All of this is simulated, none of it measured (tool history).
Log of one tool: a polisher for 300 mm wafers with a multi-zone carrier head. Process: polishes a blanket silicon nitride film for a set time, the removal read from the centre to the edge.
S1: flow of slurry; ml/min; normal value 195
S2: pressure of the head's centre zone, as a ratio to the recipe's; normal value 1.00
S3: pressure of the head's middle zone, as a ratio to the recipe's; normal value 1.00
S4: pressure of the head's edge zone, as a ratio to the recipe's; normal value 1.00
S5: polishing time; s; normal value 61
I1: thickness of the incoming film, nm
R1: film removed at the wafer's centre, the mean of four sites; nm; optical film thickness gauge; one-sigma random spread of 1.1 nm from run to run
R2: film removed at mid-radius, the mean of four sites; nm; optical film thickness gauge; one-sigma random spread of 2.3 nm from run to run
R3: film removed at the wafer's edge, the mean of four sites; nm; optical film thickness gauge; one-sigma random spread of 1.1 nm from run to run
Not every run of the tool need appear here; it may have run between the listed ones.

run   hour   S1    S2    S3    S4  S5     I1     R1     R2     R3
  1    0.0  195  1.00  1.00  1.00  61  472.8  158.0  160.5  165.0
  2   15.4  195  1.00  1.00  1.00  61  470.6  156.1  164.9  166.6
      20.3  -- centre zone pressure recalibrated
  3   28.8  195  1.00  1.00  1.00  61  478.4  160.1  165.0  164.9
      33.2  -- worn pad replaced by a new one
  4   62.1  195  0.90  1.05  1.00  61  480.1  146.1  171.5  165.0
  5   85.8  175  0.93  1.00  1.10  48  482.4  116.2  128.8  137.2
  6  109.0  195  1.00  1.00  1.00  61  478.9  162.0  163.9  165.6
     134.7  -- edge zone pressure recalibrated
  7  137.5  195  0.89  1.06  1.00  61  485.4  142.3  173.0  163.4
  8  154.2  195  1.05  1.00  1.10  71  483.9  193.6  191.7  205.0
  9  179.9  195  1.00  1.00  1.00  61  478.8  160.0  165.9  167.4
 10  200.4  195  1.00  1.00  1.00  61  475.2  158.0  165.0  165.8
     227.4  -- worn pad replaced by a new one
 11  248.2  155  1.04  0.89  1.06  61  480.0  162.6  147.2  167.2
 12  263.2  195  1.00  1.00  1.00  61  476.8  159.4  166.2  165.9
     268.7  -- carrier head's membrane replaced by a new one
 13  291.8  195  1.10  1.00  1.00  50  473.0  142.0  134.8  136.4
 14  316.2  125  0.89  1.11  1.00  79  483.2  173.6  225.3  208.3
 15  341.3  175  1.00  0.89  1.10  48  484.0  122.4  117.0  135.2
 16  364.4  175  1.00  1.09  0.95  52  474.2  133.6  146.5  137.2
     392.0  -- worn pad replaced by a new one
     400.7  -- slurry nozzle cleaned
 17  401.2  130  1.07  1.00  1.07  75  483.2  198.3  187.7  205.5
 18  414.4  195  1.00  0.93  1.11  61  485.8  160.0  150.3  173.6
 19  427.9  230  1.00  1.00  1.00  50  475.3  130.3  141.1  138.9
 20  449.1  155  0.92  1.00  0.89  67  478.4  154.7  172.9  170.4
 21  477.6  195  1.00  1.00  1.00  61  478.5  157.5  167.1  166.3
 22  501.2  145  1.08  1.00  1.00  44  478.1  119.1  115.5  116.5
 23  528.3  195  1.09  0.93  1.03  61  489.8  172.6  150.1  169.1

3 ways to go on from here, each from the tool as it stands after run 23. What would each give?
  A  528.7  195  1.00  1.00  1.00  61  482.3   ?   ?   ?
  B  528.7  195  1.00  1.00  1.00  41  482.3   ?   ?   ?
  C  528.7  195  1.03  1.05  1.00  61  482.3   ?   ?   ?

run     R1     R2     R3
  A  155.8  162.7  166.0
  B  104.7  109.4  111.6
  C  160.6  169.6  165.9
Stripped of hidden state, with their random variation kept, the same runs would have yielded:
run     R1     R2     R3
  A  160.1  162.7  166.0
  B  107.6  109.4  111.6
  C  165.0  169.6  165.9

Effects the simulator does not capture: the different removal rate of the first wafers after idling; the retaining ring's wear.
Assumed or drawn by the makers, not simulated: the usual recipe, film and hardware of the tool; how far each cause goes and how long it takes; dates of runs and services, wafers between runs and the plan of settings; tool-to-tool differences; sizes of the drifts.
